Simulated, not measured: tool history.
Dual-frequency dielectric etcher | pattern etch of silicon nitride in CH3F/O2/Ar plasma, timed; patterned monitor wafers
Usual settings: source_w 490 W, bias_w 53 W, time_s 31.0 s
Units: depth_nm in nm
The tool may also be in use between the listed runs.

run	hour	source_w	bias_w	time_s	wafers since the last listed run	hours since the last wet clean	hours since the last source power generator calibration	hours since the last bias power generator calibration	hours since the last upper electrode change	hours since the gauge calibration	read-back reference wafer on the same gauge, depth_nm	depth_nm
1	0.0	490	43	31.0	0	3.4	4002.7	4862.6	2486.4	338.7	25.69	21.32
2	58.3	490	43	31.0	931	61.7	4061.0	4920.9	2544.7	397.0	25.76	21.35
3	93.0	490	53	38.0	554	96.4	4095.7	4955.6	2579.4	431.7	25.68	27.40
4	154.5	490	53	38.0	982	157.9	4157.2	5017.1	2640.9	493.2	25.71	27.58
5	212.2	490	59	31.0	922	215.6	4214.9	5074.8	2698.6	550.9	25.70	23.24
# hour 227.4: gauge calibrated
6	259.9	490	59	31.0	762	263.3	4262.6	5122.5	2746.3	32.5	25.66	23.32
7	326.9	490	53	31.0	1070	330.3	4329.6	5189.5	2813.3	99.5	25.67	22.67
8	366.2	550	46	21.5	628	369.6	4368.9	5228.8	2852.6	138.8	25.75	15.86
# hour 420.4: wet clean of the chamber
# hour 423.0: source power generator calibrated
# hour 424.3: upper electrode replaced
9	424.8	490	59	31.0	490	4.4	1.8	5287.4	0.5	197.4	25.72	23.20
10	450.9	610	53	25.0	417	30.5	27.9	5313.5	26.6	223.5	25.69	19.73
11	476.4	550	53	31.0	407	56.0	53.4	5339.0	52.1	249.0	25.74	23.52
# hour 496.0: bias power generator calibrated
12	530.3	490	43	40.5	797	109.9	107.3	34.3	106.0	302.9	25.67	27.93
13	598.8	490	53	31.0	1094	178.4	175.8	102.8	174.5	371.4	25.69	22.53
14	646.0	420	53	31.0	754	225.6	223.0	150.0	221.7	418.6	25.69	21.38

What the log doesn't show, run by run:
source power that arrives over what is set, %: 0 in every run
bias power that arrives over what is set, %: 0 in every run
gauge reads high (%): 0 in every run
H1: etch rate over this chamber's usual, %
run	H1
1	-0.0435
2	0.152
3	0.268
4	0.474
5	0.667
6	0.826
7	1.05
8	1.18
9	0.155
10	0.242
11	0.327
12	0.508
13	0.737
14	0.895

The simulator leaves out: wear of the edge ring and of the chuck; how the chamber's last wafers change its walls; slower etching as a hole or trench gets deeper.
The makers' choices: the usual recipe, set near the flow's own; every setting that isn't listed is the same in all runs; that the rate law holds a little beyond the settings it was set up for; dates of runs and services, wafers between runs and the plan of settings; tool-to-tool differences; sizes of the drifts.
